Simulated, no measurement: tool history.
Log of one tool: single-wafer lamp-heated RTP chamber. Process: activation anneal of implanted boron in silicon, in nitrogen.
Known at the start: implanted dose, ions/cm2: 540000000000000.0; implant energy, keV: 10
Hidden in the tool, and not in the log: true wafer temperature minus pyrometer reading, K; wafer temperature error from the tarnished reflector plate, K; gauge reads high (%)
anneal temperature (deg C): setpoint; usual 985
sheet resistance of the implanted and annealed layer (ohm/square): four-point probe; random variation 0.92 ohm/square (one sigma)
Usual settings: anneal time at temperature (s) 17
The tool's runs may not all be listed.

run      day  anneal temperature (deg C)  anneal time at temperature (s)  wafers since the last listed run  wafers since the last pyrometer calibration  wafers since the reflector plate was cleaned  hours since the gauge calibration  read-back reference wafer on the same gauge, sheet resistance  sheet resistance of the implanted and annealed layer (ohm/square)
  1        0                         985                              17                                 0                                            7                                         12646                             2255.6                                                         195.18                                                             216.17
  2    3.267                         985                              17                              1084                                         1092                                         13731                               2334                                                         194.94                                                             213.92
       5.921  -- reflector plate cleaned
  3    6.733                         996                              11                              1040                                         2133                                           269                             2417.2                                                         194.87                                                             211.66
  4   18.488                         996                              11                              3903                                         6036                                          4173                             2699.3                                                         194.72                                                             209.23
  5     20.1                         996                              11                               535                                         6572                                          4708                               2738                                                         194.89                                                             209.95
  6   23.504                         971                              17                              1130                                         7703                                          5839                             2819.7                                                         194.94                                                             218.23
  7   25.629                         971                              17                               705                                         8408                                          6544                             2870.7                                                         194.88                                                             216.14
  8   27.579                         971                              17                               647                                         9056                                          7192                             2917.5                                                         194.95                                                             216.24
  9   30.746                         985                              17                              1051                                        10107                                          8244                             2993.5                                                         194.89                                                             212.74
       33.55  -- pyrometer window cleaned and pyrometer calibrated
 10   42.879                         969                              12                              3918                                         3098                                         12162                             3284.7                                                         195.23                                                             225.95
 11   46.075                         969                              12                              1061                                         4160                                         13224                             3361.4                                                         195.18                                                              224.2
      47.771  -- reflector plate cleaned
 12   48.642                         969                              12                               741                                         4901                                           288                               3423                                                         194.94                                                              223.7
 13   52.221                         975                              17                              1188                                         6090                                          1477                             3508.9                                                         194.73                                                              216.7
 14   53.846                         975                              17                               539                                         6630                                          2017                             3547.9                                                         195.06                                                             216.96
 15   58.238                         975                              17                              1458                                         8088                                          3475                             3653.3                                                         195.31                                                             214.84
      63.146  -- gauge calibrated
 16   63.392                         985                              17                              1711                                         9800                                          5187                                5.9                                                         195.13                                                             212.35
      65.142  -- pyrometer window cleaned and pyrometer calibrated
 17   65.721                         968                              17                               662                                          191                                          5850                               61.8                                                         195.05                                                             227.61
 18   68.271                         957                              13                               846                                         1038                                          6697                                123                                                         195.13                                                             242.43
 19   80.025                        1008                              24                              3903                                         4942                                         10600                              405.1                                                         195.08                                                             207.65
      81.262  -- reflector plate cleaned
 20   81.892                         995                              21                               509                                         5451                                           209                              449.9                                                         195.08                                                             209.35
 21   83.904                         995                              21                               668                                         6119                                           877                              498.2                                                          194.9                                                             209.08
 22   90.821                         985                              21                              2297                                         8416                                          3174                              664.2                                                         195.08                                                             208.96
 23   93.908                         985                              27                              1025                                         9442                                          4200                              738.3                                                            195                                                             207.62
 24     97.5                        1002                              12                              1192                                        10634                                          5392                              824.5                                                         194.88                                                             209.03
       100.3  -- pyrometer window cleaned and pyrometer calibrated
 25  101.383                        1000                              20                              1178                                          359                                          6571                              917.7                                                         194.85                                                             210.38
 26  103.796                        1000                               8                               801                                         1160                                          7372                              975.6                                                         195.24                                                             211.52
 27  111.333                         985                              17                              2503                                         3664                                          9876                             1156.5                                                         194.81                                                             213.61
 28  114.154                         985                              17                               936                                         4600                                         10812                             1224.2                                                          195.1                                                             212.22
 29  117.238                         960                              12                              1023                                         5624                                         11836                             1298.2                                                         195.19                                                             233.84
 30  119.942                         985                              22                               898                                         6522                                         12735                             1363.1                                                         194.98                                                             211.67
     123.825  -- reflector plate cleaned
 31  123.925                         960                              13                              1212                                         7735                                            33                             1458.7                                                         195.02                                                             230.38
 32  127.171                         985                              17                              1077                                         8813                                          1111                             1536.6                                                         195.09                                                             211.88
 33  131.504                         962                              17                              1439                                        10252                                          2550                             1640.6                                                         194.96                                                              224.6
     135.212  -- pyrometer window cleaned and pyrometer calibrated
 34  135.579                         961                              17                              1242                                          121                                          3792                             1738.4                                                         195.12                                                                234
 35  137.379                         977                              11                               597                                          719                                          4390                             1781.6                                                         194.98                                                             219.47
 36  139.283                         966                               7                               632                                         1351                                          5022                             1827.3                                                         194.97                                                             232.82

Hidden state or all else? Some run-to-run changes of sheet resistance of the implanted and annealed layer (ohm/square), split into what the settings, what came in and random variation would give without the hidden state, and what is left for the hidden state (with any gauge scatter that isn't in both results):
Run 18 -> 19: anneal temperature (deg C) 957 -> 1008, anneal time at temperature (s) 13 -> 24. sheet resistance of the implanted and annealed layer (ohm/square) -34.78: hidden state +4.34, all else -39.12.
Run 28 -> 29: anneal temperature (deg C) 985 -> 960, anneal time at temperature (s) 17 -> 12. sheet resistance of the implanted and annealed layer (ohm/square) +21.62: hidden state -7.64, all else +29.26.
Run 29 -> 30: anneal temperature (deg C) 960 -> 985, anneal time at temperature (s) 12 -> 22. sheet resistance of the implanted and annealed layer (ohm/square) -22.17: hidden state +7.08, all else -29.25.
Run 30 -> 31: anneal temperature (deg C) 985 -> 960, anneal time at temperature (s) 22 -> 13, reflector plate cleaned. sheet resistance of the implanted and annealed layer (ohm/square) +18.71: hidden state -10.06, all else +28.77.
Run 32 -> 33: anneal temperature (deg C) 985 -> 962. sheet resistance of the implanted and annealed layer (ohm/square) +12.72: hidden state -9.78, all else +22.5.
Run 33 -> 34: anneal temperature (deg C) 962 -> 961, pyrometer window cleaned and pyrometer calibrated. sheet resistance of the implanted and annealed layer (ohm/square) +9.4: hidden state +10.23, all else -0.83.
